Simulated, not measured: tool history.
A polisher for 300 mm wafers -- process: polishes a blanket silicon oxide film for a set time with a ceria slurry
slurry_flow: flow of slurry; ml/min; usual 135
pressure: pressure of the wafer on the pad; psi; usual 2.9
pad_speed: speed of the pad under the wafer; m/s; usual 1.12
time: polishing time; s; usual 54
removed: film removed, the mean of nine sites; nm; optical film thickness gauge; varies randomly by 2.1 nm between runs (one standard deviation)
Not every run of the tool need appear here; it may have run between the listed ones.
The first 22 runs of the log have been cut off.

run,day,slurry_flow,pressure,pad_speed,time,wafers since the last listed run,wafers polished on this pad,hours since the slurry nozzle was cleaned,hours since the head pressure was calibrated,"incoming thickness of the incoming film, nm",removed
23,77.779,135,3.7,1.12,35,820,1213,371.1,552,913,199
24,81.233,135,2.9,0.76,54,1114,2327,454,634.9,938.5,194.6
25,84.442,165,2.4,1.38,54,1035,3363,531,711.9,936.1,254.6
26,88.358,135,3.9,1.26,54,1263,4627,625,805.9,939.5,335.9
# day 89.825: head pressure recalibrated
27,91.338,155,3.4,1.12,54,934,5561,696.5,36.3,923.9,281.6
28,95.688,170,2.3,1.12,54,1403,6965,800.9,140.7,925.6,206.9
# day 98.879: slurry nozzle cleaned
29,99.108,135,2.9,1.46,54,1090,8056,5.5,222.8,923.5,278
30,103.254,135,2.9,1.12,54,1337,9394,105,322.3,912.4,228.1
31,104.838,135,2.9,1,54,510,9905,143,360.3,918.1,209.7
# day 105.704: worn pad replaced by a new one
32,107.875,135,2.9,1.12,54,926,699,215.9,433.2,937.6,256.7
33,111.204,175,2.9,1.48,71,1074,1774,295.8,513.1,941.6,424.1
34,114.067,135,2.9,1.12,54,923,2698,364.5,581.8,937.4,252.8
35,117.138,105,2.9,1.12,54,991,3689,438.2,655.5,944.9,239
# day 118.479: head pressure recalibrated
36,125.25,135,2.6,0.72,54,2591,6280,632.9,162.5,935.3,168

5 ways to go on from here, each from the tool as it stands after run 36. What would each give?
A,125.267,135,2.9,1.12,47,5,6285,633.3,162.9,942.5,?
B,125.267,135,3.6,1.12,54,5,6285,633.3,162.9,942.5,?
C,125.267,120,2.9,1.12,62,5,6285,633.3,162.9,942.5,?
D,125.267,150,2.9,1.3,63,5,6285,633.3,162.9,942.5,?
E,125.267,135,2.9,0.88,37,5,6285,633.3,162.9,942.5,?

run,removed
A,211.2
B,289.3
C,272.2
D,320.1
E,141.9
The same runs, with their run-to-run variation unchanged, on a tool lacking any hidden condition would have given:
run,removed
A,220.1
B,301.6
C,283.8
D,333.7
E,147.9
